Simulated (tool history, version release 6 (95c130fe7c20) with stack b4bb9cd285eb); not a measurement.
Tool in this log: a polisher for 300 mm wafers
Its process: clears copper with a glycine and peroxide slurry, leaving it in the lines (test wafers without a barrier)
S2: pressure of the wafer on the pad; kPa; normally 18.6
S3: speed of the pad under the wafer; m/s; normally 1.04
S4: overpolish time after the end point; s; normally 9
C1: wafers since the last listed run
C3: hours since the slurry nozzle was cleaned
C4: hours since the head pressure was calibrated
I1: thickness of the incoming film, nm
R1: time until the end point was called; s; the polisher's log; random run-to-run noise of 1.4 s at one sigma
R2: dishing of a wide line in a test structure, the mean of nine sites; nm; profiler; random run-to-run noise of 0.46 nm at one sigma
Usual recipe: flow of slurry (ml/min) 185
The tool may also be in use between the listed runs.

Run 1, hour 0: usual settings but flow of slurry (ml/min) 220; C1 0; wafers polished on this pad 335; C3 279.2; C4 644.3; I1 466.3. Result: R1 98.5 s, R2 27.3 nm.
At hour 63.7: slurry nozzle cleaned.
Run 2, hour 70.3: usual settings but flow of slurry (ml/min) 220; C1 399; wafers polished on this pad 735; C3 6.6; C4 714.6; I1 455.1. Result: R1 95.1 s, R2 27.9 nm.
Run 3, hour 119.4: usual settings but flow of slurry (ml/min) 220; C1 283; wafers polished on this pad 1019; C3 55.7; C4 763.7; I1 459.4. Result: R1 97.4 s, R2 29.6 nm.
At hour 149.8: worn pad replaced by a new one.
Run 4, hour 221.8: usual settings but flow of slurry (ml/min) 135; C1 567; wafers polished on this pad 415; C3 158.1; C4 866.1; I1 466.5. Result: R1 105.9 s, R2 27.4 nm.
Run 5, hour 296.3: usual settings but flow of slurry (ml/min) 135; C1 429; wafers polished on this pad 845; C3 232.6; C4 940.6; I1 460.8. Result: R1 103.1 s, R2 26.7 nm.
At hour 358.4: worn pad replaced by a new one.
At hour 365.7: slurry nozzle cleaned.
Run 6, hour 368.9: usual settings but flow of slurry (ml/min) 135; C1 390; wafers polished on this pad 55; C3 3.2; C4 1013.2; I1 463.7. Result: R1 102.9 s, R2 27.4 nm.
At hour 379.4: head pressure recalibrated.
Run 7, hour 430.8: usual settings but flow of slurry (ml/min) 210; C1 345; wafers polished on this pad 400; C3 65.1; C4 51.4; I1 469.7. Result: R1 99.7 s, R2 28 nm.
Run 8, hour 490.2: usual settings but S3 0.94 m/s; C1 342; wafers polished on this pad 743; C3 124.5; C4 110.8; I1 465.1. Result: R1 106.2 s, R2 27.1 nm.
At hour 546.8: worn pad replaced by a new one.
Run 9, hour 651.7: usual settings but flow of slurry (ml/min) 235, S2 23.4 kPa, S3 0.8 m/s, S4 6 s; C1 908; wafers polished on this pad 605; C3 286; C4 272.3; I1 469.5. Result: R1 96.5 s, R2 21.7 nm.
At hour 686.1: slurry nozzle cleaned.
Run 10, hour 733.3: usual settings but S3 0.7 m/s, S4 12 s; C1 465; wafers polished on this pad 1070; C3 47.2; C4 353.9; I1 470.8. Result: R1 125.4 s, R2 30.3 nm.
At hour 745: worn pad replaced by a new one.
Run 11, hour 777.3: usual settings but flow of slurry (ml/min) 125, S4 13 s; C1 230; wafers polished on this pad 186; C3 91.2; C4 397.9; I1 468.4. Result: R1 105.7 s, R2 34.9 nm.
Run 12, hour 825.3: usual settings but flow of slurry (ml/min) 220; C1 276; wafers polished on this pad 463; C3 139.2; C4 445.9; I1 473.5. Result: R1 99.8 s, R2 28.6 nm.
Run 13, hour 921.6: usual settings but S2 22.1 kPa, S3 1.26 m/s, S4 14 s; C1 555; wafers polished on this pad 1019; C3 235.5; C4 542.2; I1 468.2. Result: R1 76.6 s, R2 45.6 nm.
At hour 932.4: worn pad replaced by a new one.
Run 14, hour 1027.3: usual settings but S4 14 s; C1 586; wafers polished on this pad 547; C3 341.2; C4 647.9; I1 471.5. Result: R1 103.2 s, R2 39.5 nm.

What if the next run were any one of these 4? Each begins from the tool's condition after run 14:
Run A, hour 1027.7: usual settings; C1 2; wafers polished on this pad 550; C3 341.6; C4 648.3; I1 469. Result: R1 ?, R2 ?.
Run B, hour 1027.7: usual settings but S2 15.9 kPa, S3 1.24 m/s; C1 2; wafers polished on this pad 550; C3 341.6; C4 648.3; I1 469. Result: R1 ?, R2 ?.
Run C, hour 1027.7: usual settings but S2 14.5 kPa; C1 2; wafers polished on this pad 550; C3 341.6; C4 648.3; I1 469. Result: R1 ?, R2 ?.
Run D, hour 1027.7: usual settings but S3 0.9 m/s; C1 2; wafers polished on this pad 550; C3 341.6; C4 648.3; I1 469. Result: R1 ?, R2 ?.

run     R1    R2
  A  102.7  28.2
  B  104.7  27.6
  C  125.8  23.9
  D  112.3  26.4
With no hidden state in the tool, these same runs would have given:
run     R1    R2
  A  102.7  28.2
  B  104.7  27.6
  C  125.8  23.9
  D  112.3  26.4

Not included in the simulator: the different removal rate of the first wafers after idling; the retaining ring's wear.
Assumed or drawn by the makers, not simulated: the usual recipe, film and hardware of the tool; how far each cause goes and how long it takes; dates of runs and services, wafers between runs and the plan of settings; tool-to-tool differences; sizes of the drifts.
